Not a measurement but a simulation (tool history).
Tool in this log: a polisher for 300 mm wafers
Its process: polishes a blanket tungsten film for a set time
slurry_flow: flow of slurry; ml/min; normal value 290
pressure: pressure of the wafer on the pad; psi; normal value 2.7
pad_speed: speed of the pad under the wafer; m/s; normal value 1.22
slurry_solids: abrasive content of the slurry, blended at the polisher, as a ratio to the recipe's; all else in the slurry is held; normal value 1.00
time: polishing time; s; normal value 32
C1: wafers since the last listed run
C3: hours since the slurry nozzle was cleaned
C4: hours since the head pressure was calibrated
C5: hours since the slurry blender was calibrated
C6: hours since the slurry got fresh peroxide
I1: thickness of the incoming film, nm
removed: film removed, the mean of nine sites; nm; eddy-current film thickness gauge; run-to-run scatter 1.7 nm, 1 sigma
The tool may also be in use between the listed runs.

Run 1, hour 0.0: usual settings but slurry_solids 0.95; C1 0; wafers polished on this pad 4508; C3 344.6; C4 506.3; C5 243.2; C6 413.9; I1 1060.7. Result: removed 95.3 nm.
At hour 13.3: slurry tank refilled with fresh slurry and peroxide.
At hour 18.2: head pressure recalibrated.
Run 2, hour 38.1: usual settings; C1 547; wafers polished on this pad 5056; C3 382.7; C4 19.9; C5 281.3; C6 24.8; I1 1043.7. Result: removed 92.5 nm.
At hour 69.0: slurry nozzle cleaned.
Run 3, hour 75.1: usual settings; C1 561; wafers polished on this pad 5618; C3 6.1; C4 56.9; C5 318.3; C6 61.8; I1 1041.0. Result: removed 89.9 nm.
At hour 125.6: worn pad replaced by a new one.
Run 4, hour 128.3: usual settings; C1 768; wafers polished on this pad 41; C3 59.3; C4 110.1; C5 371.5; C6 115.0; I1 1042.5. Result: removed 98.2 nm.
At hour 133.9: slurry blender recalibrated.
Run 5, hour 235.9: usual settings; C1 1648; wafers polished on this pad 1690; C3 166.9; C4 217.7; C5 102.0; C6 222.6; I1 1036.0. Result: removed 105.7 nm.
Run 6, hour 318.4: usual settings; C1 1287; wafers polished on this pad 2978; C3 249.4; C4 300.2; C5 184.5; C6 305.1; I1 1050.6. Result: removed 100.4 nm.
Run 7, hour 356.1: usual settings; C1 588; wafers polished on this pad 3566; C3 287.1; C4 337.9; C5 222.2; C6 342.8; I1 1051.5. Result: removed 97.3 nm.
Run 8, hour 414.3: usual settings; C1 908; wafers polished on this pad 4475; C3 345.3; C4 396.1; C5 280.4; C6 401.0; I1 1042.6. Result: removed 93.0 nm.
At hour 454.3: slurry tank refilled with fresh slurry and peroxide.
At hour 468.1: head pressure recalibrated.
Run 9, hour 486.9: usual settings; C1 1086; wafers polished on this pad 5561; C3 417.9; C4 18.8; C5 353.0; C6 32.6; I1 1033.8. Result: removed 89.2 nm.
At hour 494.1: slurry nozzle cleaned.
Run 10, hour 523.2: usual settings; C1 551; wafers polished on this pad 6112; C3 29.1; C4 55.1; C5 389.3; C6 68.9; I1 1053.8. Result: removed 85.7 nm.
At hour 537.9: worn pad replaced by a new one.
At hour 573.9: slurry blender recalibrated.
Run 11, hour 605.9: usual settings; C1 1197; wafers polished on this pad 1030; C3 111.8; C4 137.8; C5 32.0; C6 151.6; I1 1063.1. Result: removed 106.6 nm.
Run 12, hour 701.0: usual settings; C1 1484; wafers polished on this pad 2515; C3 206.9; C4 232.9; C5 127.1; C6 246.7; I1 1051.3. Result: removed 106.1 nm.
Run 13, hour 784.3: usual settings but slurry_flow 370 ml/min, pressure 1.8 psi; C1 1300; wafers polished on this pad 3815; C3 290.2; C4 316.2; C5 210.4; C6 330.0; I1 1028.3. Result: removed 68.4 nm.
At hour 829.2: slurry tank refilled with fresh slurry and peroxide.
Run 14, hour 831.3: usual settings but slurry_flow 205 ml/min, pressure 2.3 psi; C1 718; wafers polished on this pad 4533; C3 337.2; C4 363.2; C5 257.4; C6 2.1; I1 1042.9. Result: removed 80.6 nm.
Run 15, hour 891.6: usual settings; C1 941; wafers polished on this pad 5474; C3 397.5; C4 423.5; C5 317.7; C6 62.4; I1 1050.9. Result: removed 91.1 nm.
At hour 925.9: head pressure recalibrated.
Run 16, hour 930.1: usual settings; C1 569; wafers polished on this pad 6044; C3 436.0; C4 4.2; C5 356.2; C6 100.9; I1 1050.3. Result: removed 87.7 nm.
At hour 950.9: slurry blender recalibrated.
At hour 981.5: worn pad replaced by a new one.
At hour 985.2: slurry nozzle cleaned.
Run 17, hour 1219.6: usual settings but pressure 2.9 psi, slurry_solids 1.15; C1 4409; wafers polished on this pad 3700; C3 234.4; C4 293.7; C5 268.7; C6 390.4; I1 1056.6. Result: removed 106.3 nm.
At hour 1274.0: slurry tank refilled with fresh slurry and peroxide.
At hour 1314.2: worn pad replaced by a new one.
Run 18, hour 1314.7: usual settings but pad_speed 1.52 m/s, time 27 s; C1 1406; wafers polished on this pad 8; C3 329.5; C4 388.8; C5 363.8; C6 40.7; I1 1059.1. Result: removed 105.6 nm.
At hour 1333.2: head pressure recalibrated.
At hour 1363.6: slurry blender recalibrated.
Run 19, hour 1365.2: usual settings; C1 725; wafers polished on this pad 734; C3 380.0; C4 32.0; C5 1.6; C6 91.2; I1 1065.3. Result: removed 109.1 nm.
Run 20, hour 1417.0: usual settings; C1 808; wafers polished on this pad 1542; C3 431.8; C4 83.8; C5 53.4; C6 143.0; I1 1038.0. Result: removed 107.1 nm.
At hour 1476.0: slurry nozzle cleaned.
Run 21, hour 1494.1: usual settings but pad_speed 0.96 m/s; C1 1187; wafers polished on this pad 2730; C3 18.1; C4 160.9; C5 130.5; C6 220.1; I1 1049.2. Result: removed 82.3 nm.
Run 22, hour 1550.3: usual settings but pressure 2.1 psi, slurry_solids 1.10; C1 877; wafers polished on this pad 3608; C3 74.3; C4 217.1; C5 186.7; C6 276.3; I1 1059.2. Result: removed 79.5 nm.
Run 23, hour 1630.9: usual settings but pad_speed 1.50 m/s, slurry_solids 0.80, time 22 s; C1 1258; wafers polished on this pad 4866; C3 154.9; C4 297.7; C5 267.3; C6 356.9; I1 1039.4. Result: removed 77.0 nm.
Run 24, hour 1669.3: usual settings but slurry_flow 385 ml/min, pad_speed 1.40 m/s, time 40 s; C1 599; wafers polished on this pad 5465; C3 193.3; C4 336.1; C5 305.7; C6 395.3; I1 1047.7. Result: removed 135.2 nm.
At hour 1722.5: slurry tank refilled with fresh slurry and peroxide.
At hour 1725.1: head pressure recalibrated.
Run 25, hour 1726.0: usual settings but slurry_flow 255 ml/min, pad_speed 1.46 m/s, slurry_solids 0.80, time 43 s; C1 838; wafers polished on this pad 6303; C3 250.0; C4 0.9; C5 362.4; C6 3.5; I1 1034.2. Result: removed 130.3 nm.
At hour 1740.5: worn pad replaced by a new one.
At hour 1770.6: slurry blender recalibrated.
Run 26, hour 1771.1: usual settings; C1 610; wafers polished on this pad 445; C3 295.1; C4 46.0; C5 0.5; C6 48.6; I1 1055.4. Result: removed 108.8 nm.

Give the tool's hidden conditions for every run:
slurry flow missing at the pad, %: 0 in every run
deviation of the head's pressure from its setpoint, %: 0 in every run
peroxide lost from the slurry, %: 0 in every run
H1: removal rate lost through wear of the pad, %
H2: abrasive missing from the slurry, %
run     H1    H2
  1   7.24  25.4
  2    8.8  28.8
  3   10.5  32.2
  4   1.77  36.9
  5   2.57  12.1
  6   4.22  19.5
  7   5.28  22.8
  8   7.28    28
  9   10.4  34.5
 10   12.2  37.8
 11   1.81  5.28
 12   3.27  13.8
 13   5.52  21.2
 14    7.2  25.4
 15   9.78  30.8
 16   11.7  34.3
 17   4.44  30.5
 18  0.797    39
 19  0.969  2.64
 20    1.5  7.27
 21   2.94  14.2
 22   4.48  19.2
 23   7.43  26.4
 24   9.14  29.8
 25     12  34.9
 26   1.04  5.75

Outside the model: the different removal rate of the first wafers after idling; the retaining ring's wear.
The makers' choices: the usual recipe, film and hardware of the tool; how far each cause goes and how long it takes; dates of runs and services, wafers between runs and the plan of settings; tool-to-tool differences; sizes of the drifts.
